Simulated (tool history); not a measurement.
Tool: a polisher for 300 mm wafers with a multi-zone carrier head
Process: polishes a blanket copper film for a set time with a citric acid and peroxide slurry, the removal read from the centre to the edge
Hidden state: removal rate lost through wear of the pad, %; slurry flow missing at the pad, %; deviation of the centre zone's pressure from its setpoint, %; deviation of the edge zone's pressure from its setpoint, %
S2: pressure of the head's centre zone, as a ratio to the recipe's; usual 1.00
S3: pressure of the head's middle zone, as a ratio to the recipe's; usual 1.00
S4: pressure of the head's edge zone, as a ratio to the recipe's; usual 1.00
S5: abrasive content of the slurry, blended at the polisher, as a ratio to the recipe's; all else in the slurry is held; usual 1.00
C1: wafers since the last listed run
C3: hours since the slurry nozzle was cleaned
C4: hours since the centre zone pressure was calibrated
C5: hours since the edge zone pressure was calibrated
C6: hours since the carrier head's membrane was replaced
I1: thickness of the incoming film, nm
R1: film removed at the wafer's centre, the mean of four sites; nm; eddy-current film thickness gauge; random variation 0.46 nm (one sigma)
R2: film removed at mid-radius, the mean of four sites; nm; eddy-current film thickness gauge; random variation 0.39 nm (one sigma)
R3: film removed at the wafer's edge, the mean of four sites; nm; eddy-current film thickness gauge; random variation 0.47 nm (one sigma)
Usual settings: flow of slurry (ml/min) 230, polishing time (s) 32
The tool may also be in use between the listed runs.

{"run": 1, "day": 0.0, "flow of slurry (ml/min)": 230, "S2": 1.0, "S3": 1.0, "S4": 1.0, "S5": 1.0, "polishing time (s)": 32, "C1": 0, "wafers polished on this pad": 129, "C3": 301.7, "C4": 657.4, "C5": 784.4, "C6": 610.1, "I1": 520.2, "R1": 62.0, "R2": 60.3, "R3": 61.4}
{"run": 2, "day": 1.279, "flow of slurry (ml/min)": 230, "S2": 1.0, "S3": 1.0, "S4": 1.0, "S5": 1.0, "polishing time (s)": 32, "C1": 242, "wafers polished on this pad": 372, "C3": 332.4, "C4": 688.1, "C5": 815.1, "C6": 640.8, "I1": 528.1, "R1": 60.8, "R2": 60.4, "R3": 61.5}
{"run": 3, "day": 2.642, "flow of slurry (ml/min)": 230, "S2": 1.0, "S3": 1.0, "S4": 1.0, "S5": 1.0, "polishing time (s)": 32, "C1": 258, "wafers polished on this pad": 631, "C3": 365.1, "C4": 720.8, "C5": 847.8, "C6": 673.5, "I1": 531.6, "R1": 61.0, "R2": 61.0, "R3": 61.3}
{"day": 2.838, "done": "worn pad replaced by a new one"}
{"run": 4, "day": 3.883, "flow of slurry (ml/min)": 230, "S2": 1.0, "S3": 1.0, "S4": 1.0, "S5": 1.0, "polishing time (s)": 32, "C1": 204, "wafers polished on this pad": 198, "C3": 394.9, "C4": 750.6, "C5": 877.6, "C6": 703.3, "I1": 519.1, "R1": 60.4, "R2": 60.1, "R3": 61.5}
{"run": 5, "day": 4.983, "flow of slurry (ml/min)": 230, "S2": 1.0, "S3": 1.0, "S4": 1.0, "S5": 1.0, "polishing time (s)": 32, "C1": 208, "wafers polished on this pad": 407, "C3": 421.3, "C4": 777.0, "C5": 904.0, "C6": 729.7, "I1": 521.2, "R1": 61.0, "R2": 60.7, "R3": 61.2}
{"day": 5.683, "done": "worn pad replaced by a new one"}
{"run": 6, "day": 6.175, "flow of slurry (ml/min)": 230, "S2": 1.0, "S3": 1.0, "S4": 1.0, "S5": 1.0, "polishing time (s)": 32, "C1": 194, "wafers polished on this pad": 93, "C3": 449.9, "C4": 805.6, "C5": 932.6, "C6": 758.3, "I1": 524.1, "R1": 60.4, "R2": 59.6, "R3": 61.6}
{"day": 7.029, "done": "slurry nozzle cleaned"}
{"run": 7, "day": 7.471, "flow of slurry (ml/min)": 230, "S2": 1.0, "S3": 1.0, "S4": 1.0, "S5": 1.0, "polishing time (s)": 32, "C1": 238, "wafers polished on this pad": 331, "C3": 10.6, "C4": 836.7, "C5": 963.7, "C6": 789.4, "I1": 535.0, "R1": 63.1, "R2": 62.4, "R3": 62.2}
{"run": 8, "day": 8.033, "flow of slurry (ml/min)": 230, "S2": 1.0, "S3": 1.0, "S4": 1.0, "S5": 1.0, "polishing time (s)": 32, "C1": 106, "wafers polished on this pad": 438, "C3": 24.1, "C4": 850.2, "C5": 977.2, "C6": 802.9, "I1": 523.8, "R1": 63.4, "R2": 62.7, "R3": 62.3}
{"day": 8.446, "done": "carrier head's membrane replaced by a new one"}
{"run": 9, "day": 8.667, "flow of slurry (ml/min)": 230, "S2": 0.91, "S3": 1.0, "S4": 1.0, "S5": 1.25, "polishing time (s)": 32, "C1": 80, "wafers polished on this pad": 519, "C3": 39.3, "C4": 865.4, "C5": 992.4, "C6": 5.3, "I1": 521.5, "R1": 62.2, "R2": 68.0, "R3": 67.5}
{"day": 8.767, "done": "edge zone pressure recalibrated"}
{"day": 9.017, "done": "worn pad replaced by a new one, of another model than before"}
{"day": 9.954, "done": "centre zone pressure recalibrated"}
{"day": 12.029, "done": "worn pad replaced by a new one"}
{"run": 10, "day": 12.842, "flow of slurry (ml/min)": 165, "S2": 1.0, "S3": 1.0, "S4": 1.0, "S5": 1.0, "polishing time (s)": 24, "C1": 697, "wafers polished on this pad": 154, "C3": 139.5, "C4": 69.3, "C5": 97.8, "C6": 105.5, "I1": 529.5, "R1": 43.6, "R2": 42.5, "R3": 43.9}
{"run": 11, "day": 13.954, "flow of slurry (ml/min)": 230, "S2": 1.0, "S3": 1.0, "S4": 1.0, "S5": 1.0, "polishing time (s)": 32, "C1": 211, "wafers polished on this pad": 365, "C3": 166.2, "C4": 96.0, "C5": 124.5, "C6": 132.2, "I1": 533.2, "R1": 60.6, "R2": 60.6, "R3": 61.5}
{"run": 12, "day": 14.462, "flow of slurry (ml/min)": 205, "S2": 1.0, "S3": 0.97, "S4": 1.0, "S5": 1.0, "polishing time (s)": 22, "C1": 96, "wafers polished on this pad": 462, "C3": 178.4, "C4": 108.2, "C5": 136.7, "C6": 144.4, "I1": 528.4, "R1": 41.2, "R2": 40.0, "R3": 41.3}
{"day": 15.792, "done": "worn pad replaced by a new one"}
{"run": 13, "day": 15.812, "flow of slurry (ml/min)": 230, "S2": 0.93, "S3": 1.0, "S4": 0.94, "S5": 1.0, "polishing time (s)": 32, "C1": 224, "wafers polished on this pad": 4, "C3": 210.8, "C4": 140.6, "C5": 169.1, "C6": 176.8, "I1": 530.0, "R1": 57.4, "R2": 60.6, "R3": 59.2}
{"run": 14, "day": 16.442, "flow of slurry (ml/min)": 230, "S2": 1.0, "S3": 0.94, "S4": 1.06, "S5": 0.7, "polishing time (s)": 32, "C1": 119, "wafers polished on this pad": 123, "C3": 225.9, "C4": 155.7, "C5": 184.2, "C6": 191.9, "I1": 537.3, "R1": 52.3, "R2": 50.5, "R3": 54.4}

Some steps in R1 between neighbouring runs. How much of each would the tool show without its hidden state too (settings, what came in, random variation), and how much is left for the hidden state, with any gauge scatter that isn't in both results?
Run 6 -> 7: slurry nozzle cleaned. R1 +2.7 nm: hidden state +2.4, all else +0.3.
Run 11 -> 12: flow of slurry (ml/min) 230 -> 205, S3 1.00 -> 0.97, polishing time (s) 32 -> 22. R1 -19.4 nm: hidden state +0.4, all else -19.8.
